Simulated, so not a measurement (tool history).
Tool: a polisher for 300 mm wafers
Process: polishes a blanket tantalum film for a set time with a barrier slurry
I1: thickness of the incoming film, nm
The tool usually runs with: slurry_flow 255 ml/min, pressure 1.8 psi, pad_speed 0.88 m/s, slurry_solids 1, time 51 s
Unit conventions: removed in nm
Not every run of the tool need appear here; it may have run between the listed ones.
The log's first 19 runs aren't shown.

run 20 day=35.983 | slurry_flow=255 pressure=1.8 pad_speed=0.88 slurry_solids=1 time=51 | I1=189.7 | removed=62
-- day=38 worn pad replaced by a new one
-- day=44.058 slurry blender recalibrated
run 21 day=44.417 | slurry_flow=300 pressure=1.8 pad_speed=1.08 slurry_solids=0.85 time=46 | I1=189.6 | removed=73.8
run 22 day=47.358 | slurry_flow=255 pressure=1.8 pad_speed=0.88 slurry_solids=1 time=51 | I1=190 | removed=67.8
-- day=49.079 head pressure recalibrated
run 23 day=49.975 | slurry_flow=255 pressure=1.8 pad_speed=1.04 slurry_solids=1.2 time=51 | I1=189.6 | removed=82.7
-- day=51.892 worn pad replaced by a new one
run 24 day=52.971 | slurry_flow=255 pressure=1.8 pad_speed=0.88 slurry_solids=1.1 time=62 | I1=189.1 | removed=80.5
-- day=54.758 slurry nozzle cleaned
run 25 day=59.183 | slurry_flow=255 pressure=1.8 pad_speed=0.88 slurry_solids=1 time=51 | I1=188.7 | removed=62.6
-- day=59.4 slurry blender recalibrated
run 26 day=62.042 | slurry_flow=255 pressure=1.3 pad_speed=0.7 slurry_solids=1.2 time=58 | I1=191 | removed=58
run 27 day=64.362 | slurry_flow=255 pressure=1.8 pad_speed=0.78 slurry_solids=1 time=51 | I1=189 | removed=60.1
run 28 day=67.208 | slurry_flow=255 pressure=2.3 pad_speed=0.88 slurry_solids=1 time=51 | I1=188.6 | removed=74.9
run 29 day=69.867 | slurry_flow=255 pressure=2.1 pad_speed=0.88 slurry_solids=1.15 time=51 | I1=187.6 | removed=73.9
-- day=70.171 worn pad replaced by a new one
run 30 day=71.983 | slurry_flow=255 pressure=1.3 pad_speed=0.88 slurry_solids=1 time=51 | I1=191.7 | removed=51.4
-- day=73.621 slurry blender recalibrated
run 31 day=74.608 | slurry_flow=295 pressure=1.8 pad_speed=0.88 slurry_solids=0.85 time=51 | I1=191.9 | removed=66.2

Below are 3 alternative next runs, each starting from the tool's condition after run 31. Predict each:
run A day=74.625 | slurry_flow=255 pressure=1.8 pad_speed=0.88 slurry_solids=1 time=51 | I1=186.6 | removed=?
run B day=74.625 | slurry_flow=255 pressure=1.8 pad_speed=1.04 slurry_solids=1.25 time=51 | I1=186.6 | removed=?
run C day=74.625 | slurry_flow=255 pressure=2.3 pad_speed=1.02 slurry_solids=1.15 time=45 | I1=186.6 | removed=?

run=A removed=72.8
run=B removed=91.5
run=C removed=90
The same runs, with their run-to-run variation unchanged, on a tool lacking any hidden condition would have given:
run=A removed=74.6
run=B removed=93.2
run=C removed=91.9
